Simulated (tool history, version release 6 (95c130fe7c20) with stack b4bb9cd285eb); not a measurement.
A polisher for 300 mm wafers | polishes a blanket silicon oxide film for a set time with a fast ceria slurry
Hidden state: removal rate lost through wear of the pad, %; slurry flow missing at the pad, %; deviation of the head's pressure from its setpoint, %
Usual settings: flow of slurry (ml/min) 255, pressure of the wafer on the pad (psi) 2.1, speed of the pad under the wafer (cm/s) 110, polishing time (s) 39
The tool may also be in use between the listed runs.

run,hour,flow of slurry (ml/min),pressure of the wafer on the pad (psi),speed of the pad under the wafer (cm/s),polishing time (s),wafers since the last listed run,wafers polished on this pad,hours since the slurry nozzle was cleaned,hours since the head pressure was calibrated,"incoming thickness of the incoming film, nm",film removed (Å)
1,0,255,2.1,122,44,0,498,646.9,268.5,1865.7,6383
2,7.2,255,2.1,122,44,86,585,654.1,275.7,1897.9,6547
3,30.5,255,2.1,122,44,280,865,677.4,299,1856.7,6369
4,39.8,255,2.1,110,39,111,977,686.7,308.3,1842.2,4977
5,54.3,255,2.1,110,39,174,1151,701.2,322.8,1890.6,4995
# hour 62.1: worn pad replaced by a new one
6,71.8,255,2.1,110,34,162,116,718.7,340.3,1859.7,4235
7,81.2,255,2.1,110,34,113,229,728.1,349.7,1859.4,4275
8,97.6,255,2.1,110,39,197,427,744.5,366.1,1865.9,4995
9,112.1,255,2.1,110,39,174,601,759,380.6,1861.8,4768
10,122.9,255,2.1,110,39,129,731,769.8,391.4,1885.4,4830
# hour 127.5: head pressure recalibrated
11,134.7,255,2.1,110,39,117,849,781.6,7.2,1865.3,5400
12,141.1,255,2.1,110,39,76,926,788,13.6,1876.5,5593
# hour 154.4: worn pad replaced by a new one
13,157,190,1.9,82,27,143,30,803.9,29.5,1858.2,2556
14,167.5,255,2.5,86,39,126,157,814.4,40,1839.7,4897
# hour 169.7: slurry nozzle cleaned
15,178.8,255,2.1,110,39,123,281,9.1,51.3,1880.5,5375
16,195,255,2.1,110,39,194,475,25.3,67.5,1877.6,5266
17,202.3,255,2.3,110,53,87,563,32.6,74.8,1878.6,7882
# hour 253.8: worn pad replaced by a new one
18,256,255,2.1,110,46,597,26,86.3,128.5,1873.8,6202
19,272.5,255,2.1,138,39,198,225,102.8,145,1881.3,6449
20,289.6,255,2.1,110,39,205,430,119.9,162.1,1862.2,5093
21,302.7,345,2.1,110,28,157,588,133,175.2,1840.8,3792
22,309.3,255,1.8,110,39,79,667,139.6,181.8,1849.8,4422
23,315.9,255,2.1,90,39,79,747,146.2,188.4,1873.2,4217
24,329.2,255,2.1,110,39,159,907,159.5,201.7,1847.6,5029

Forecast each of these 4 alternatives for the next run:
A,329.6,255,2.1,110,39,4,911,159.9,202.1,1873.1,?
B,329.6,255,2.7,110,39,4,911,159.9,202.1,1873.1,?
C,329.6,255,2.8,110,39,4,911,159.9,202.1,1873.1,?
D,329.6,320,2.1,110,39,4,911,159.9,202.1,1873.1,?

run,film removed (Å)
A,5150
B,6521
C,6750
D,5240
Without the tool's hidden state the same runs would have given:
run,film removed (Å)
A,5554
B,7033
C,7279
D,5651

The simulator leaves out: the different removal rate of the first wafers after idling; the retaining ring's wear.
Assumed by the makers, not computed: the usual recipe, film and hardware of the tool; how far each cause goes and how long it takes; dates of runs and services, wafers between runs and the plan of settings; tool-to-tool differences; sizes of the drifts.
